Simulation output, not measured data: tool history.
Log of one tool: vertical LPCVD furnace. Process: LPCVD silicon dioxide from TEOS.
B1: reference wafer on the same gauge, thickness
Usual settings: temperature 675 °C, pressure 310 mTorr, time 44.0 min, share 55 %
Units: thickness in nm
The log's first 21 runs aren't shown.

Run 22, hour 1738.7: usual settings but time 37.0 min; B1 146.96. Result: thickness 128.59 nm.
Run 23, hour 1782.8: usual settings; B1 147.01. Result: thickness 152.65 nm.
Run 24, hour 1875.8: usual settings but time 39.0 min, share 45 %; B1 146.95. Result: thickness 123.31 nm.
At hour 1915.5: pressure gauge zeroed.
Run 25, hour 1928.7: usual settings but temperature 686 °C, pressure 340 mTorr, time 35.5 min, share 46 %; B1 146.93. Result: thickness 154.32 nm.
Run 26, hour 2212.9: usual settings; B1 146.87. Result: thickness 154.57 nm.
Run 27, hour 2284.4: usual settings but time 48.5 min, share 47 %; B1 147.03. Result: thickness 158.03 nm.
Run 28, hour 2349.0: usual settings but time 29.5 min; B1 146.85. Result: thickness 104.23 nm.
Run 29, hour 2430.2: usual settings but temperature 679 °C, pressure 350 mTorr, time 39.5 min; B1 146.94. Result: thickness 163.19 nm.
Run 30, hour 2514.4: usual settings but pressure 250 mTorr, share 44 %; B1 147.02. Result: thickness 125.94 nm.
Run 31, hour 2610.6: usual settings but share 63 %; B1 146.85. Result: thickness 167.34 nm.

Forecast each of these 4 alternatives for the next run:
Run A, hour 2614.4: usual settings; B1 ?. Result: thickness ?.
Run B, hour 2614.4: usual settings but pressure 280 mTorr, share 52 %; B1 ?. Result: thickness ?.
Run C, hour 2614.4: usual settings but temperature 665 °C, pressure 265 mTorr, time 39.5 min; B1 ?. Result: thickness ?.
Run D, hour 2614.4: usual settings but pressure 255 mTorr; B1 ?. Result: thickness ?.

run      B1  thickness
  A  146.97     155.10
  B  146.97     143.33
  C  146.97     100.55
  D  146.97     140.67
Without the tool's hidden state the same runs would have given:
run  thickness
  A     150.08
  B     138.69
  C      97.23
  D     136.12
